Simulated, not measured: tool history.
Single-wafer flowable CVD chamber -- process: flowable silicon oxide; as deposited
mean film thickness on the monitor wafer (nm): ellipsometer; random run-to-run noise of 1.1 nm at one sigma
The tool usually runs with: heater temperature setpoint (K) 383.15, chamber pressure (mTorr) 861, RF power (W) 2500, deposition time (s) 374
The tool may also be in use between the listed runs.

run,hour,heater temperature setpoint (K),chamber pressure (mTorr),RF power (W),deposition time (s),"read-back reference wafer on the same gauge, thickness_nm",mean film thickness on the monitor wafer (nm)
1,0.0,383.15,861,2500,374,218.998,204.498
2,66.5,383.15,861,2500,374,218.831,205.153
3,92.4,383.15,861,2500,374,219.017,205.025
4,118.9,383.15,861,2500,374,219.075,205.131
5,144.4,383.15,861,2500,374,218.992,205.967
6,195.1,383.15,861,2500,374,219.075,207.308
7,243.7,383.15,861,2500,374,218.992,207.183
# hour 257.1: thermocouple changed; heater temperature recalibrated
8,305.7,383.15,861,2500,374,218.791,196.736
9,333.6,383.15,861,2500,374,219.066,197.615
10,378.6,378.15,861,2500,414,218.964,268.951
# hour 421.9: gauge calibrated
# hour 429.3: RF generator calibrated
11,437.9,383.15,861,2500,374,218.885,201.320
12,471.9,383.15,790,2500,436,218.876,214.749
13,505.8,391.15,861,2500,374,218.970,151.178
# hour 543.4: capacitance manometer re-zeroed and calibrated
# hour 551.3: showerhead replaced, of another model than before
14,660.7,383.15,1053,2360,374,219.229,228.952
15,814.7,383.15,861,2500,440,219.260,245.439

Alternative continuations, all from the tool just after run 15; predict every row:
A,815.2,383.15,861,2500,306,?,?
B,815.2,379.15,917,2720,349,?,?
C,815.2,395.15,861,2500,424,?,?
D,815.2,383.15,967,2330,374,?,?

run,"read-back reference wafer on the same gauge, thickness_nm",mean film thickness on the monitor wafer (nm)
A,218.870,168.630
B,218.870,234.209
C,218.870,153.651
D,218.870,218.699
Without the tool's unlogged condition, the same runs would have read:
run,mean film thickness on the monitor wafer (nm)
A,157.992
B,219.087
C,145.615
D,204.902

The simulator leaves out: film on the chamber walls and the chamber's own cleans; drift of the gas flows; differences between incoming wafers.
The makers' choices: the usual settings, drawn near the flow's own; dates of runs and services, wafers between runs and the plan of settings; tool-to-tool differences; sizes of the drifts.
